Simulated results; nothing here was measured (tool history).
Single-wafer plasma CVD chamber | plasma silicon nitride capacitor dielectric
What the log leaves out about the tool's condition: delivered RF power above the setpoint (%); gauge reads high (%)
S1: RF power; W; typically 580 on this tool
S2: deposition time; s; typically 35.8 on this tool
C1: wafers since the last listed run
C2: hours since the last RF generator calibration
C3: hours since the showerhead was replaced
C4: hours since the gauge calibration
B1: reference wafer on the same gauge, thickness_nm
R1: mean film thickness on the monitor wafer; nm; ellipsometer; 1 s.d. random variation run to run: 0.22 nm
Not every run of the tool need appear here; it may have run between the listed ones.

{"run": 1, "day": 0.0, "S1": 580, "S2": 35.8, "C1": 0, "C2": 691.2, "C3": 4489.1, "C4": 1127.9, "B1": 43.894, "R1": 48.043}
{"run": 2, "day": 1.7, "S1": 580, "S2": 35.8, "C1": 717, "C2": 732.0, "C3": 4529.9, "C4": 1168.7, "B1": 43.937, "R1": 47.986}
{"run": 3, "day": 3.867, "S1": 580, "S2": 35.8, "C1": 914, "C2": 784.0, "C3": 4581.9, "C4": 1220.7, "B1": 43.894, "R1": 47.84}
{"run": 4, "day": 6.438, "S1": 580, "S2": 35.8, "C1": 1084, "C2": 845.7, "C3": 4643.6, "C4": 1282.4, "B1": 43.911, "R1": 48.054}
{"day": 7.388, "done": "RF generator calibrated"}
{"run": 5, "day": 8.408, "S1": 580, "S2": 31.0, "C1": 690, "C2": 24.5, "C3": 4690.9, "C4": 1329.7, "B1": 43.921, "R1": 41.851}
{"run": 6, "day": 10.467, "S1": 580, "S2": 31.0, "C1": 868, "C2": 73.9, "C3": 4740.3, "C4": 1379.1, "B1": 43.888, "R1": 41.852}
{"day": 12.812, "done": "gauge calibrated"}
{"run": 7, "day": 13.171, "S1": 490, "S2": 35.8, "C1": 1140, "C2": 138.8, "C3": 4805.2, "C4": 8.6, "B1": 43.94, "R1": 45.539}
{"run": 8, "day": 21.483, "S1": 490, "S2": 35.8, "C1": 3507, "C2": 338.3, "C3": 5004.7, "C4": 208.1, "B1": 43.882, "R1": 45.544}
{"run": 9, "day": 29.154, "S1": 535, "S2": 34.4, "C1": 3236, "C2": 522.4, "C3": 5188.8, "C4": 392.2, "B1": 43.959, "R1": 44.574}
{"run": 10, "day": 30.771, "S1": 535, "S2": 34.4, "C1": 682, "C2": 561.2, "C3": 5227.6, "C4": 431.0, "B1": 43.894, "R1": 44.731}
{"run": 11, "day": 32.933, "S1": 535, "S2": 40.6, "C1": 912, "C2": 613.1, "C3": 5279.5, "C4": 482.9, "B1": 43.918, "R1": 53.32}
{"run": 12, "day": 34.029, "S1": 535, "S2": 40.6, "C1": 462, "C2": 639.4, "C3": 5305.8, "C4": 509.2, "B1": 43.911, "R1": 52.985}
{"run": 13, "day": 35.562, "S1": 535, "S2": 40.6, "C1": 646, "C2": 676.2, "C3": 5342.6, "C4": 546.0, "B1": 43.935, "R1": 52.99}
{"run": 14, "day": 37.633, "S1": 580, "S2": 35.8, "C1": 873, "C2": 725.9, "C3": 5392.3, "C4": 595.7, "B1": 43.893, "R1": 47.955}
{"day": 38.567, "done": "RF generator calibrated"}
{"run": 15, "day": 40.304, "S1": 580, "S2": 35.8, "C1": 986, "C2": 41.7, "C3": 5456.4, "C4": 659.8, "B1": 43.858, "R1": 47.404}
{"run": 16, "day": 42.292, "S1": 580, "S2": 35.8, "C1": 838, "C2": 89.4, "C3": 5504.1, "C4": 707.5, "B1": 43.945, "R1": 47.02}
{"run": 17, "day": 44.567, "S1": 580, "S2": 35.8, "C1": 959, "C2": 144.0, "C3": 5558.7, "C4": 762.1, "B1": 43.888, "R1": 47.023}
{"run": 18, "day": 47.033, "S1": 550, "S2": 35.8, "C1": 1040, "C2": 203.2, "C3": 5617.9, "C4": 821.3, "B1": 43.905, "R1": 46.808}
{"run": 19, "day": 48.508, "S1": 645, "S2": 35.8, "C1": 622, "C2": 238.6, "C3": 5653.3, "C4": 856.7, "B1": 43.89, "R1": 48.592}
{"day": 50.767, "done": "showerhead replaced"}
{"run": 20, "day": 51.271, "S1": 580, "S2": 35.8, "C1": 1024, "C2": 304.9, "C3": 12.1, "C4": 923.0, "B1": 43.892, "R1": 46.864}
{"run": 21, "day": 53.592, "S1": 580, "S2": 35.8, "C1": 979, "C2": 360.6, "C3": 67.8, "C4": 978.7, "B1": 43.89, "R1": 46.885}
{"day": 56.325, "done": "RF generator calibrated, repeated, since the last time left the tool worse"}
{"run": 22, "day": 56.346, "S1": 580, "S2": 35.8, "C1": 1021, "C2": 0.5, "C3": 133.9, "C4": 1044.8, "B1": 43.93, "R1": 48.366}
{"run": 23, "day": 59.075, "S1": 465, "S2": 41.2, "C1": 1151, "C2": 66.0, "C3": 199.4, "C4": 1110.3, "B1": 43.852, "R1": 52.663}
{"run": 24, "day": 60.812, "S1": 580, "S2": 35.8, "C1": 733, "C2": 107.7, "C3": 241.1, "C4": 1152.0, "B1": 43.884, "R1": 48.647}
{"run": 25, "day": 69.271, "S1": 635, "S2": 35.8, "C1": 3568, "C2": 310.7, "C3": 444.1, "C4": 1355.0, "B1": 43.89, "R1": 49.595}
{"run": 26, "day": 71.083, "S1": 625, "S2": 35.8, "C1": 764, "C2": 354.2, "C3": 487.6, "C4": 1398.5, "B1": 43.934, "R1": 49.147}
{"run": 27, "day": 74.054, "S1": 650, "S2": 40.8, "C1": 1253, "C2": 425.5, "C3": 558.9, "C4": 1469.8, "B1": 43.927, "R1": 56.203}
{"run": 28, "day": 75.312, "S1": 465, "S2": 33.2, "C1": 530, "C2": 455.7, "C3": 589.1, "C4": 1500.0, "B1": 43.89, "R1": 41.496}
{"run": 29, "day": 76.9, "S1": 500, "S2": 41.5, "C1": 669, "C2": 493.8, "C3": 627.2, "C4": 1538.1, "B1": 43.931, "R1": 53.06}
{"day": 77.029, "done": "gauge calibrated"}
{"run": 30, "day": 78.179, "S1": 630, "S2": 29.2, "C1": 539, "C2": 524.5, "C3": 657.9, "C4": 27.6, "B1": 43.916, "R1": 40.075}

Run 31 comes next. What will it give?
{"run": 31, "day": 80.533, "S1": 660, "S2": 35.8, "C1": 993, "C2": 581.0, "C3": 714.4, "C4": 84.1, "B1": "?", "R1": "?"}

Logged for run 31: B1 43.834, R1 49.383 nm.
On a tool with no hidden condition, and with the same random variation, this run would have come out at R1 49.932 nm.

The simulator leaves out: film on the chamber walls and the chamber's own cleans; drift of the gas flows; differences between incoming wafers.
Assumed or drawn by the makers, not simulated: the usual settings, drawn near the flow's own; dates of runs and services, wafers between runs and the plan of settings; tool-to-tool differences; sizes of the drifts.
